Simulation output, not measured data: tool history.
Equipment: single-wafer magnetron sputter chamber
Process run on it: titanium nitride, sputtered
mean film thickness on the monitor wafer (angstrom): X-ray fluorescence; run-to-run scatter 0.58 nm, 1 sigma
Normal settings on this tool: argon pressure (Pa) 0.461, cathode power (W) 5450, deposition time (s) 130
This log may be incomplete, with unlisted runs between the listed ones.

| run | hour | argon pressure (Pa) | cathode power (W) | deposition time (s) | wafers since the last listed run | wafers on the sputter target | hours since the last manometer calibration | hours since the magnet pack was replaced | hours since the gauge calibration | read-back reference wafer on the same gauge, thickness_nm | mean film thickness on the monitor wafer (angstrom) |
|---|---|---|---|---|---|---|---|---|---|---|---|
| 1 | 0.0 | 0.461 | 5450 | 130 | 0 | 1905 | 1470.2 | 7189.6 | 1013.2 | 140.108 | 1274.99 |
| 2 | 13.0 | 0.461 | 5450 | 130 | 167 | 2072 | 1483.2 | 7202.6 | 1026.2 | 140.019 | 1272.59 |
| 3 | 42.1 | 0.461 | 5450 | 149 | 375 | 2448 | 1512.3 | 7231.7 | 1055.3 | 140.068 | 1447.23 |
| 4 | 69.5 | 0.461 | 5450 | 149 | 353 | 2802 | 1539.7 | 7259.1 | 1082.7 | 139.873 | 1448.14 |
| 5 | 103.8 | 0.461 | 5450 | 130 | 442 | 3245 | 1574.0 | 7293.4 | 1117.0 | 139.782 | 1256.32 |
| 6 | 122.4 | 0.461 | 5450 | 130 | 240 | 3485 | 1592.6 | 7312.0 | 1135.6 | 139.831 | 1261.13 |
|  | 136.4 | sputter target and shields replaced |
| 7 | 140.8 | 0.461 | 5450 | 130 | 134 | 56 | 1611.0 | 7330.4 | 1154.0 | 140.252 | 1282.76 |
| 8 | 176.4 | 0.461 | 5450 | 130 | 459 | 516 | 1646.6 | 7366.0 | 1189.6 | 139.825 | 1278.24 |
| 9 | 196.2 | 0.461 | 5450 | 130 | 255 | 772 | 1666.4 | 7385.8 | 1209.4 | 140.021 | 1277.88 |
| 10 | 217.4 | 0.461 | 5450 | 130 | 273 | 1045 | 1687.6 | 7407.0 | 1230.6 | 140.070 | 1275.64 |
| 11 | 239.1 | 0.461 | 5450 | 130 | 280 | 1326 | 1709.3 | 7428.7 | 1252.3 | 140.209 | 1278.72 |
| 12 | 268.9 | 0.461 | 5450 | 130 | 384 | 1710 | 1739.1 | 7458.5 | 1282.1 | 139.900 | 1269.99 |
| 13 | 311.6 | 0.461 | 5450 | 130 | 551 | 2262 | 1781.8 | 7501.2 | 1324.8 | 140.268 | 1268.99 |
|  | 331.6 | gauge calibrated |
| 14 | 344.0 | 0.461 | 5450 | 145 | 418 | 2680 | 1814.2 | 7533.6 | 12.4 | 139.741 | 1404.61 |
| 15 | 372.0 | 0.461 | 5450 | 130 | 361 | 3042 | 1842.2 | 7561.6 | 40.4 | 140.335 | 1267.60 |
| 16 | 402.4 | 0.461 | 5450 | 130 | 392 | 3434 | 1872.6 | 7592.0 | 70.8 | 140.040 | 1256.27 |
| 17 | 427.4 | 0.461 | 5450 | 130 | 322 | 3757 | 1897.6 | 7617.0 | 95.8 | 140.208 | 1260.74 |
| 18 | 451.3 | 0.609 | 5450 | 130 | 308 | 4065 | 1921.5 | 7640.9 | 119.7 | 140.008 | 1189.73 |
|  | 487.1 | sputter target and shields replaced |
|  | 535.3 | magnet pack replaced, of another model than before |
| 19 | 547.4 | 0.461 | 5450 | 130 | 1034 | 675 | 2017.6 | 12.1 | 215.8 | 139.968 | 1283.22 |
| 20 | 580.3 | 0.461 | 5450 | 130 | 424 | 1100 | 2050.5 | 45.0 | 248.7 | 139.637 | 1280.78 |
|  | 599.9 | capacitance manometer re-zeroed and calibrated |
| 21 | 610.3 | 0.643 | 4400 | 144 | 284 | 1384 | 10.4 | 75.0 | 278.7 | 140.367 | 1089.35 |
| 22 | 630.1 | 0.303 | 6350 | 141 | 255 | 1640 | 30.2 | 94.8 | 298.5 | 140.058 | 1686.80 |
| 23 | 690.1 | 0.461 | 5450 | 130 | 774 | 2415 | 90.2 | 154.8 | 358.5 | 139.941 | 1275.17 |
| 24 | 702.9 | 0.461 | 5450 | 130 | 165 | 2580 | 103.0 | 167.6 | 371.3 | 139.884 | 1267.92 |
| 25 | 732.3 | 0.461 | 6100 | 138 | 379 | 2959 | 132.4 | 197.0 | 400.7 | 140.036 | 1468.63 |
| 26 | 754.3 | 0.461 | 4800 | 130 | 284 | 3244 | 154.4 | 219.0 | 422.7 | 139.908 | 1141.75 |
|  | 765.2 | sputter target and shields replaced |
| 27 | 778.4 | 0.356 | 5450 | 130 | 207 | 171 | 178.5 | 243.1 | 446.8 | 140.083 | 1353.89 |
| 28 | 792.8 | 0.283 | 5450 | 130 | 185 | 356 | 192.9 | 257.5 | 461.2 | 140.179 | 1411.18 |
| 29 | 805.5 | 0.461 | 5450 | 130 | 163 | 520 | 205.6 | 270.2 | 473.9 | 139.967 | 1279.24 |
| 30 | 835.3 | 0.612 | 4900 | 130 | 384 | 905 | 235.4 | 300.0 | 503.7 | 139.792 | 1098.22 |
| 31 | 862.1 | 0.461 | 5450 | 130 | 346 | 1251 | 262.2 | 326.8 | 530.5 | 139.592 | 1270.48 |
| 32 | 884.2 | 0.607 | 6200 | 130 | 285 | 1537 | 284.3 | 348.9 | 552.6 | 139.937 | 1316.63 |
| 33 | 902.3 | 0.389 | 4400 | 145 | 233 | 1770 | 302.4 | 367.0 | 570.7 | 140.053 | 1254.90 |
| 34 | 937.8 | 0.584 | 5450 | 137 | 458 | 2229 | 337.9 | 402.5 | 606.2 | 140.161 | 1265.77 |
| 35 | 962.4 | 0.461 | 5450 | 130 | 317 | 2546 | 362.5 | 427.1 | 630.8 | 139.986 | 1263.43 |

Entry by entry between the runs, the difference in hidden state between the last listed run before and the first listed run after:
Logged between run 6 and run 7: sputter target and shields replaced (hour 136.4)
  deposition rate above that of a new target (%): -2.5 -> -0.326
  measured less the result without the state, mean film thickness on the monitor wafer (angstrom): -32.39 -> -4.20
Logged between run 13 and run 14: gauge calibrated (hour 331.6)
  deposition rate above that of a new target (%): -1.64 -> -1.89
  measured less the result without the state, mean film thickness on the monitor wafer (angstrom): -21.13 -> -27.01
Logged between run 18 and run 19: sputter target and shields replaced (hour 487.1); magnet pack replaced, of another model than before (hour 535.3)
  deposition rate above that of a new target (%): -2.71 -> -0.606
  measured less the result without the state, mean film thickness on the monitor wafer (angstrom): -33.15 -> -7.83
Logged between run 20 and run 21: capacitance manometer re-zeroed and calibrated (hour 599.9)
  deposition rate above that of a new target (%): -0.859 -> -1.09
  measured less the result without the state, mean film thickness on the monitor wafer (angstrom): -11.10 -> -12.00
Logged between run 26 and run 27: sputter target and shields replaced (hour 765.2)
  deposition rate above that of a new target (%): -2.2 -> -0.137
  measured less the result without the state, mean film thickness on the monitor wafer (angstrom): -25.62 -> -1.85

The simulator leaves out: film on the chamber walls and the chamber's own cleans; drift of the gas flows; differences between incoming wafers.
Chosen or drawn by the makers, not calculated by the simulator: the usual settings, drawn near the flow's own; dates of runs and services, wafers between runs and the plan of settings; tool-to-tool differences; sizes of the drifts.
